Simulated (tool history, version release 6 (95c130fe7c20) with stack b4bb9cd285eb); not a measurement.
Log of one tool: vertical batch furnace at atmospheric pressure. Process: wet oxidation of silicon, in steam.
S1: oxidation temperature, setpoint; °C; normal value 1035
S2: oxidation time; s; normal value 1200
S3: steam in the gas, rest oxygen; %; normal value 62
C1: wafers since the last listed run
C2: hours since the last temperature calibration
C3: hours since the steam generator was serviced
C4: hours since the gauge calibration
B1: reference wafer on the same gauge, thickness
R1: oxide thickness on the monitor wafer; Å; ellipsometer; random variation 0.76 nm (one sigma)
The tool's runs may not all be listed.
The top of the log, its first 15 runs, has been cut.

Run 16, hour 435.4: usual settings but S2 810 s; C1 528; C2 4022.3; C3 2023.9; C4 34.4; B1 173.96. Result: R1 1480.5 Å.
Run 17, hour 456.4: usual settings but S2 810 s; C1 381; C2 4043.3; C3 2044.9; C4 55.4; B1 174.12. Result: R1 1472.1 Å.
Run 18, hour 474.3: usual settings; C1 324; C2 4061.2; C3 2062.8; C4 73.3; B1 173.95. Result: R1 1996.3 Å.
Run 19, hour 491.6: usual settings; C1 314; C2 4078.5; C3 2080.1; C4 90.6; B1 173.94. Result: R1 1977.9 Å.
Run 20, hour 507.2: usual settings; C1 283; C2 4094.1; C3 2095.7; C4 106.2; B1 173.81. Result: R1 1978.5 Å.
Run 21, hour 530.2: usual settings but S1 1057 °C, S3 70 %; C1 417; C2 4117.1; C3 2118.7; C4 129.2; B1 173.97. Result: R1 2558.5 Å.
Run 22, hour 550.7: usual settings but S1 1021 °C; C1 372; C2 4137.6; C3 2139.2; C4 149.7; B1 174.09. Result: R1 1749.4 Å.
Run 23, hour 564.1: usual settings; C1 243; C2 4151.0; C3 2152.6; C4 163.1; B1 174.03. Result: R1 1976.7 Å.
Run 24, hour 589.8: usual settings but S1 1055 °C, S3 67 %; C1 466; C2 4176.7; C3 2178.3; C4 188.8; B1 173.95. Result: R1 2444.8 Å.
At hour 656.1: steam generator serviced.
Run 25, hour 661.3: usual settings but S1 1024 °C, S2 810 s, S3 57 %; C1 862; C2 4248.2; C3 5.2; C4 260.3; B1 174.10. Result: R1 1329.8 Å.
Run 26, hour 684.6: usual settings but S1 1024 °C, S2 810 s, S3 57 %; C1 423; C2 4271.5; C3 28.5; C4 283.6; B1 173.78. Result: R1 1325.8 Å.
At hour 730.8: thermocouples replaced and temperature profile calibrated.
Run 27, hour 731.3: usual settings but S1 1050 °C, S2 720 s, S3 66 %; C1 412; C2 0.5; C3 75.2; C4 330.3; B1 174.04. Result: R1 1697.7 Å.
Run 28, hour 735.1: usual settings but S1 1021 °C; C1 68; C2 4.3; C3 79.0; C4 334.1; B1 173.64. Result: R1 1854.8 Å.
Run 29, hour 753.1: usual settings but S1 1049 °C, S2 1050 s; C1 326; C2 22.3; C3 97.0; C4 352.1; B1 173.87. Result: R1 2130.4 Å.
Run 30, hour 787.7: usual settings but S1 1011 °C, S2 810 s; C1 628; C2 56.9; C3 131.6; C4 386.7; B1 174.00. Result: R1 1236.5 Å.
Run 31, hour 814.7: usual settings but S2 1530 s; C1 490; C2 83.9; C3 158.6; C4 413.7; B1 174.33. Result: R1 2474.9 Å.
Run 32, hour 829.4: usual settings; C1 266; C2 98.6; C3 173.3; C4 428.4; B1 174.21. Result: R1 2071.6 Å.
Run 33, hour 862.2: usual settings but S1 1054 °C, S2 870 s, S3 72 %; C1 595; C2 131.4; C3 206.1; C4 461.2; B1 174.15. Result: R1 2125.4 Å.
Run 34, hour 889.0: usual settings; C1 486; C2 158.2; C3 232.9; C4 488.0; B1 173.61. Result: R1 2075.6 Å.
Run 35, hour 902.7: usual settings but S2 1050 s, S3 57 %; C1 248; C2 171.9; C3 246.6; C4 501.7; B1 174.19. Result: R1 1756.2 Å.
Run 36, hour 927.7: usual settings but S1 1049 °C; C1 453; C2 196.9; C3 271.6; C4 526.7; B1 174.28. Result: R1 2313.8 Å.
Run 37, hour 948.4: usual settings but S1 1045 °C, S2 1410 s, S3 66 %; C1 375; C2 217.6; C3 292.3; C4 547.4; B1 174.10. Result: R1 2607.2 Å.
Run 38, hour 970.2: usual settings but S3 53 %; C1 395; C2 239.4; C3 314.1; C4 569.2; B1 173.85. Result: R1 1835.9 Å.
Run 39, hour 999.5: usual settings but S2 990 s, S3 68 %; C1 531; C2 268.7; C3 343.4; C4 598.5; B1 174.06. Result: R1 1913.9 Å.

Branching from run 39: 3 alternative next runs. What would each branch give?
Run A, hour 1003.4: usual settings but S1 1043 °C; C1 70; C2 272.6; C3 347.3; C4 602.4; B1 ?. Result: R1 ?.
Run B, hour 1003.4: usual settings but S1 1056 °C, S3 69 %; C1 70; C2 272.6; C3 347.3; C4 602.4; B1 ?. Result: R1 ?.
Run C, hour 1003.4: usual settings but S1 1027 °C, S2 810 s; C1 70; C2 272.6; C3 347.3; C4 602.4; B1 ?. Result: R1 ?.

run      B1      R1
  A  173.72  2196.4
  B  173.72  2610.3
  C  173.72  1424.7
What these runs would have given with no unlogged condition in the tool:
run      R1
  A  2237.6
  B  2657.0
  C  1453.6
